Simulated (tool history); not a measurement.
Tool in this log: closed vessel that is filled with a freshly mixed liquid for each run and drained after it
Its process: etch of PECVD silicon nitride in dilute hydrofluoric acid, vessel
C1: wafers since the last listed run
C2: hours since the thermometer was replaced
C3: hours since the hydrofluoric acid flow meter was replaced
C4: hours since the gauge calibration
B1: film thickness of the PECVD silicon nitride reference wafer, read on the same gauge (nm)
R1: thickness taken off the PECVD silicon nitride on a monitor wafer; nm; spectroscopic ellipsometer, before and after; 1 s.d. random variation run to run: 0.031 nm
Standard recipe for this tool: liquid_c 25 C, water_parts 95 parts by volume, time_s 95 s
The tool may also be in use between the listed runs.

{"run": 1, "hour": 0.0, "liquid_c": 24, "water_parts": 70, "time_s": 95, "C1": 0, "C2": 726.6, "C3": 361.6, "C4": 76.6, "B1": 129.976, "R1": 7.109}
{"run": 2, "hour": 9.5, "liquid_c": 24, "water_parts": 70, "time_s": 95, "C1": 1230, "C2": 736.1, "C3": 371.1, "C4": 86.1, "B1": 130.043, "R1": 7.104}
{"run": 3, "hour": 18.5, "liquid_c": 24, "water_parts": 70, "time_s": 95, "C1": 1165, "C2": 745.1, "C3": 380.1, "C4": 95.1, "B1": 129.983, "R1": 7.143}
{"run": 4, "hour": 34.9, "liquid_c": 26.5, "water_parts": 95, "time_s": 120, "C1": 2123, "C2": 761.5, "C3": 396.5, "C4": 111.5, "B1": 129.986, "R1": 7.814}
{"run": 5, "hour": 41.4, "liquid_c": 26.5, "water_parts": 95, "time_s": 120, "C1": 841, "C2": 768, "C3": 403, "C4": 118, "B1": 130.025, "R1": 7.805}
{"run": 6, "hour": 67.8, "liquid_c": 21, "water_parts": 60, "time_s": 95, "C1": 3418, "C2": 794.4, "C3": 429.4, "C4": 144.4, "B1": 129.995, "R1": 6.85}
{"run": 7, "hour": 75.0, "liquid_c": 21, "water_parts": 60, "time_s": 95, "C1": 932, "C2": 801.6, "C3": 436.6, "C4": 151.6, "B1": 129.958, "R1": 6.752}
{"hour": 85.3, "done": "thermometer replaced"}
{"run": 8, "hour": 85.8, "liquid_c": 25, "water_parts": 95, "time_s": 95, "C1": 1269, "C2": 0.5, "C3": 447.4, "C4": 162.4, "B1": 129.988, "R1": 5.021}
{"run": 9, "hour": 119.1, "liquid_c": 25, "water_parts": 95, "time_s": 95, "C1": 4312, "C2": 33.8, "C3": 480.7, "C4": 195.7, "B1": 129.999, "R1": 5.059}
{"run": 10, "hour": 127.1, "liquid_c": 25, "water_parts": 95, "time_s": 95, "C1": 1036, "C2": 41.8, "C3": 488.7, "C4": 203.7, "B1": 129.992, "R1": 5.097}
{"run": 11, "hour": 137.0, "liquid_c": 25, "water_parts": 95, "time_s": 95, "C1": 1282, "C2": 51.7, "C3": 498.6, "C4": 213.6, "B1": 129.999, "R1": 5.073}
{"run": 12, "hour": 153.4, "liquid_c": 25, "water_parts": 95, "time_s": 95, "C1": 2123, "C2": 68.1, "C3": 515, "C4": 230, "B1": 130.009, "R1": 5.118}
{"run": 13, "hour": 162.5, "liquid_c": 21.5, "water_parts": 60, "time_s": 110, "C1": 1178, "C2": 77.2, "C3": 524.1, "C4": 239.1, "B1": 130.022, "R1": 7.367}
{"run": 14, "hour": 177.0, "liquid_c": 20.5, "water_parts": 115, "time_s": 70, "C1": 1877, "C2": 91.7, "C3": 538.6, "C4": 253.6, "B1": 129.984, "R1": 2.339}
{"run": 15, "hour": 194.0, "liquid_c": 25, "water_parts": 95, "time_s": 70, "C1": 2201, "C2": 108.7, "C3": 555.6, "C4": 270.6, "B1": 130.012, "R1": 3.758}
{"hour": 198.1, "done": "hydrofluoric acid flow meter replaced"}
{"run": 16, "hour": 207.2, "liquid_c": 20.5, "water_parts": 95, "time_s": 125, "C1": 1579, "C2": 121.9, "C3": 9.1, "C4": 283.8, "B1": 129.985, "R1": 5.154}
{"run": 17, "hour": 220.4, "liquid_c": 25, "water_parts": 95, "time_s": 95, "C1": 1709, "C2": 135.1, "C3": 22.3, "C4": 297, "B1": 130.012, "R1": 5.37}
{"run": 18, "hour": 237.5, "liquid_c": 25, "water_parts": 95, "time_s": 50, "C1": 2214, "C2": 152.2, "C3": 39.4, "C4": 314.1, "B1": 129.983, "R1": 2.797}
{"run": 19, "hour": 251.1, "liquid_c": 27, "water_parts": 70, "time_s": 95, "C1": 1761, "C2": 165.8, "C3": 53, "C4": 327.7, "B1": 130.017, "R1": 8.203}
{"run": 20, "hour": 267.5, "liquid_c": 25, "water_parts": 95, "time_s": 145, "C1": 2123, "C2": 182.2, "C3": 69.4, "C4": 344.1, "B1": 129.98, "R1": 8.184}
{"run": 21, "hour": 279.9, "liquid_c": 28.5, "water_parts": 140, "time_s": 120, "C1": 1605, "C2": 194.6, "C3": 81.8, "C4": 356.5, "B1": 130.019, "R1": 5.766}
{"run": 22, "hour": 292.7, "liquid_c": 25, "water_parts": 95, "time_s": 95, "C1": 1657, "C2": 207.4, "C3": 94.6, "C4": 369.3, "B1": 129.99, "R1": 5.418}
{"run": 23, "hour": 309.9, "liquid_c": 21, "water_parts": 60, "time_s": 95, "C1": 2227, "C2": 224.6, "C3": 111.8, "C4": 386.5, "B1": 130.005, "R1": 6.481}
{"run": 24, "hour": 317.0, "liquid_c": 25, "water_parts": 95, "time_s": 95, "C1": 919, "C2": 231.7, "C3": 118.9, "C4": 393.6, "B1": 130.021, "R1": 5.459}
{"hour": 325.2, "done": "gauge calibrated"}
{"run": 25, "hour": 332.8, "liquid_c": 26.5, "water_parts": 145, "time_s": 95, "C1": 2046, "C2": 247.5, "C3": 134.7, "C4": 7.6, "B1": 129.988, "R1": 3.854}
{"run": 26, "hour": 376.9, "liquid_c": 25, "water_parts": 95, "time_s": 95, "C1": 5711, "C2": 291.6, "C3": 178.8, "C4": 51.7, "B1": 130.02, "R1": 5.401}
{"run": 27, "hour": 386.5, "liquid_c": 25, "water_parts": 60, "time_s": 115, "C1": 1243, "C2": 301.2, "C3": 188.4, "C4": 61.3, "B1": 130.006, "R1": 10.388}
{"run": 28, "hour": 394.4, "liquid_c": 25, "water_parts": 120, "time_s": 95, "C1": 1023, "C2": 309.1, "C3": 196.3, "C4": 69.2, "B1": 130.012, "R1": 4.275}
{"run": 29, "hour": 408.1, "liquid_c": 27.5, "water_parts": 95, "time_s": 95, "C1": 1774, "C2": 322.8, "C3": 210, "C4": 82.9, "B1": 129.998, "R1": 6.363}
{"run": 30, "hour": 421.3, "liquid_c": 29.5, "water_parts": 50, "time_s": 95, "C1": 1709, "C2": 336, "C3": 223.2, "C4": 96.1, "B1": 130.012, "R1": 13.669}
{"run": 31, "hour": 429.0, "liquid_c": 23.5, "water_parts": 115, "time_s": 145, "C1": 997, "C2": 343.7, "C3": 230.9, "C4": 103.8, "B1": 129.977, "R1": 6.207}
{"run": 32, "hour": 435.9, "liquid_c": 21, "water_parts": 135, "time_s": 70, "C1": 893, "C2": 350.6, "C3": 237.8, "C4": 110.7, "B1": 130.03, "R1": 2.161}

For each run, the measured value with the value that run would have given without the tool's hidden condition subtracted. The run-to-run variation is shared by both, the gauge scatter possibly not:
The hidden state here: liquid hotter than its thermometer reads (K); hydrofluoric acid flow below the setpoint (%); gauge reads high (%).
run=1 R1=+0.486
run=2 R1=+0.49
run=3 R1=+0.496
run=4 R1=+0.52
run=5 R1=+0.526
run=6 R1=+0.517
run=7 R1=+0.51
run=8 R1=-0.175
run=9 R1=-0.168
run=10 R1=-0.166
run=11 R1=-0.163
run=12 R1=-0.161
run=13 R1=-0.216
run=14 R1=-0.067
run=15 R1=-0.106
run=16 R1=+0.096
run=17 R1=+0.101
run=18 R1=+0.055
run=19 R1=+0.168
run=20 R1=+0.179
run=21 R1=+0.119
run=22 R1=+0.126
run=23 R1=+0.168
run=24 R1=+0.135
run=25 R1=+0.093
run=26 R1=+0.152
run=27 R1=+0.306
run=28 R1=+0.12
run=29 R1=+0.181
run=30 R1=+0.408
run=31 R1=+0.191
run=32 R1=+0.07
